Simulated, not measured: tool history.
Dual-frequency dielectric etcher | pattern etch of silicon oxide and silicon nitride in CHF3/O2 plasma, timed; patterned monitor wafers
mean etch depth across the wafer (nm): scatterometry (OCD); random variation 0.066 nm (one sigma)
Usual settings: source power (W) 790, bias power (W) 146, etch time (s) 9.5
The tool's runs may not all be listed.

run	hour	source power (W)	bias power (W)	etch time (s)	read-back reference wafer on the same gauge, depth_nm	mean etch depth across the wafer (nm)
1	0	910	146	8.5	13.42	13.43
2	97.1	790	146	9.5	13.41	14.24
3	176.8	790	146	9.5	13.4	14.3
# hour 253.4: wet clean of the chamber
4	253.9	790	146	9.5	13.39	14.22
5	544.3	790	146	9.5	13.41	14.24
6	640	790	146	9.5	13.4	14.16
7	742.1	790	146	9.5	13.42	14.31
# hour 779.4: bias power generator calibrated
8	818.1	790	162	9.5	13.39	14.42
9	877.2	790	135	8.5	13.42	12.45
# hour 910.3: wet clean of the chamber
10	922.1	790	135	8.5	13.41	12.62
11	1022.2	790	135	8.5	13.39	12.46
12	1075.3	790	146	9.5	13.39	14.14
13	1224.3	830	146	8.5	13.41	12.95
14	1261.6	790	146	9.5	13.39	14.06
15	1343.5	790	146	9.5	13.38	13.97
16	1399.1	790	135	8.5	13.4	12.33
17	1474.4	790	158	9.5	13.42	14.33
# hour 1481.7: gauge calibrated
# hour 1521.2: source power generator calibrated
# hour 1531.9: wet clean of the chamber
# hour 1568: upper electrode replaced
18	1568.5	660	114	12	13.39	16.27
19	1621.3	790	177	8	13.4	12.52
20	1681.6	790	146	9.5	13.39	14.39
21	1764.6	710	146	9.5	13.43	13.86
22	1804.6	790	175	8	13.42	12.56
23	1897	790	146	6.5	13.39	9.87
24	1954.8	970	172	12.5	13.42	21.13
25	2011.6	790	146	9.5	13.41	14.18
# hour 2092.2: wet clean of the chamber
26	2092.7	790	128	10.5	13.4	15.48
27	2164.2	790	131	8	13.38	11.74
28	2224.1	950	159	12	13.4	19.69
29	2265.4	790	146	9.5	13.39	14.29
30	2327.1	670	162	7.5	13.41	10.95

Forecast each of these 3 alternatives for the next run:
A	2327.5	790	146	7	?	?
B	2327.5	880	166	9.5	?	?
C	2327.5	790	157	9.5	?	?

run	read-back reference wafer on the same gauge, depth_nm	mean etch depth across the wafer (nm)
A	13.39	10.63
B	13.39	15.39
C	13.39	14.63
Without the tool's hidden state the same runs would have given:
run	mean etch depth across the wafer (nm)
A	10.65
B	15.42
C	14.67
